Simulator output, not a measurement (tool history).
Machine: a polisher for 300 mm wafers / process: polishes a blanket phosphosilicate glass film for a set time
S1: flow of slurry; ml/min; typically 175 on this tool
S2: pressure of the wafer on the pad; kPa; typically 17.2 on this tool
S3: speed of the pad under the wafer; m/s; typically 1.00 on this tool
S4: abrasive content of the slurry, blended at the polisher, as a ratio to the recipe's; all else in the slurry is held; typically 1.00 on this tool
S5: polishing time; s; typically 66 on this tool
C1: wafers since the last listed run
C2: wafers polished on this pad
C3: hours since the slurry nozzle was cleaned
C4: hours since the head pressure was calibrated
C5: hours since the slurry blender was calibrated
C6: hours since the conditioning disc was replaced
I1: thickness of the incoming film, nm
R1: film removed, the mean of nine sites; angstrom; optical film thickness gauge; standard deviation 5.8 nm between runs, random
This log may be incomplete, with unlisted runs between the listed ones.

run 1 hour=0.0 | S1=175 S2=17.2 S3=1.00 S4=1.20 S5=66 | C1=0 C2=4446 C3=172.6 C4=439.1 C5=9.2 C6=409.1 | I1=2393.2 | R1=4948
run 2 hour=80.8 | S1=175 S2=17.2 S3=1.00 S4=1.20 S5=66 | C1=1143 C2=5589 C3=253.4 C4=519.9 C5=90.0 C6=489.9 | I1=2430.9 | R1=4916
run 3 hour=185.2 | S1=130 S2=17.2 S3=1.00 S4=1.00 S5=66 | C1=1477 C2=7067 C3=357.8 C4=624.3 C5=194.4 C6=594.3 | I1=2412.4 | R1=4096
-- hour=214.2 head pressure recalibrated
-- hour=215.0 worn pad replaced by a new one
-- hour=231.6 conditioning disc replaced and pad reconditioned
run 4 hour=264.8 | S1=130 S2=17.2 S3=1.00 S4=1.00 S5=66 | C1=1058 C2=676 C3=437.4 C4=50.6 C5=274.0 C6=33.2 | I1=2402.0 | R1=4643
run 5 hour=304.5 | S1=130 S2=17.2 S3=1.00 S4=1.00 S5=66 | C1=561 C2=1238 C3=477.1 C4=90.3 C5=313.7 C6=72.9 | I1=2394.3 | R1=4573
run 6 hour=389.2 | S1=175 S2=17.2 S3=1.00 S4=1.00 S5=56 | C1=1198 C2=2436 C3=561.8 C4=175.0 C5=398.4 C6=157.6 | I1=2394.5 | R1=3880
-- hour=456.3 slurry nozzle cleaned
run 7 hour=466.9 | S1=175 S2=17.2 S3=1.00 S4=1.00 S5=56 | C1=1085 C2=3522 C3=10.6 C4=252.7 C5=476.1 C6=235.3 | I1=2380.2 | R1=3881
run 8 hour=520.3 | S1=175 S2=23.4 S3=1.00 S4=1.00 S5=66 | C1=755 C2=4277 C3=64.0 C4=306.1 C5=529.5 C6=288.7 | I1=2403.2 | R1=6163
run 9 hour=604.0 | S1=140 S2=17.2 S3=1.10 S4=1.00 S5=66 | C1=1184 C2=5462 C3=147.7 C4=389.8 C5=613.2 C6=372.4 | I1=2415.9 | R1=4525
-- hour=625.4 slurry blender recalibrated
run 10 hour=710.9 | S1=175 S2=11.7 S3=1.18 S4=1.00 S5=76 | C1=1484 C2=6946 C3=254.6 C4=496.7 C5=85.5 C6=479.3 | I1=2448.6 | R1=3797
-- hour=809.1 conditioning disc replaced and pad reconditioned
-- hour=814.3 worn pad replaced by a new one
-- hour=842.5 head pressure recalibrated
run 11 hour=975.9 | S1=175 S2=17.2 S3=1.00 S4=1.00 S5=66 | C1=3636 C2=2258 C3=519.6 C4=133.4 C5=350.5 C6=166.8 | I1=2429.6 | R1=4738
run 12 hour=1057.2 | S1=175 S2=17.2 S3=1.22 S4=0.90 S5=48 | C1=1150 C2=3409 C3=600.9 C4=214.7 C5=431.8 C6=248.1 | I1=2396.1 | R1=3549
run 13 hour=1129.2 | S1=175 S2=17.2 S3=1.00 S4=1.00 S5=66 | C1=1018 C2=4427 C3=672.9 C4=286.7 C5=503.8 C6=320.1 | I1=2412.2 | R1=4537
-- hour=1193.4 slurry nozzle cleaned
-- hour=1206.0 slurry blender recalibrated
run 14 hour=1212.9 | S1=235 S2=17.2 S3=0.70 S4=0.85 S5=85 | C1=1141 C2=5569 C3=19.5 C4=370.4 C5=6.9 C6=403.8 | I1=2392.7 | R1=4332
run 15 hour=1266.5 | S1=230 S2=17.2 S3=1.00 S4=0.80 S5=66 | C1=758 C2=6328 C3=73.1 C4=424.0 C5=60.5 C6=457.4 | I1=2417.9 | R1=3865
run 16 hour=1329.4 | S1=175 S2=13.1 S3=1.00 S4=1.00 S5=76 | C1=890 C2=7218 C3=136.0 C4=486.9 C5=123.4 C6=520.3 | I1=2411.0 | R1=3791
run 17 hour=1381.2 | S1=235 S2=17.2 S3=0.70 S4=0.85 S5=85 | C1=732 C2=7951 C3=187.8 C4=538.7 C5=175.2 C6=572.1 | I1=2393.5 | R1=4112
-- hour=1393.8 worn pad replaced by a new one
-- hour=1397.0 conditioning disc replaced and pad reconditioned
run 18 hour=1445.5 | S1=140 S2=17.2 S3=1.00 S4=1.00 S5=83 | C1=824 C2=703 C3=252.1 C4=603.0 C5=239.5 C6=48.5 | I1=2396.3 | R1=5479
-- hour=1452.5 head pressure recalibrated
run 19 hour=1542.4 | S1=230 S2=17.2 S3=1.22 S4=1.00 S5=54 | C1=1342 C2=2046 C3=349.0 C4=89.9 C5=336.4 C6=145.4 | I1=2374.5 | R1=4725
run 20 hour=1606.8 | S1=175 S2=22.8 S3=1.00 S4=1.00 S5=77 | C1=911 C2=2957 C3=413.4 C4=154.3 C5=400.8 C6=209.8 | I1=2410.5 | R1=7244

What will run 21 give?
-- hour=1704.1 slurry blender recalibrated
run 21 hour=1706.0 | S1=150 S2=17.2 S3=1.00 S4=0.75 S5=66 | C1=1375 C2=4333 C3=512.6 C4=253.5 C5=1.9 C6=309.0 | I1=2391.0 | R1=?

{"run 21": {"R1": 3647}}
With the hidden condition absent and the run-to-run variation left alone, this run would have shown R1 4100 angstrom.

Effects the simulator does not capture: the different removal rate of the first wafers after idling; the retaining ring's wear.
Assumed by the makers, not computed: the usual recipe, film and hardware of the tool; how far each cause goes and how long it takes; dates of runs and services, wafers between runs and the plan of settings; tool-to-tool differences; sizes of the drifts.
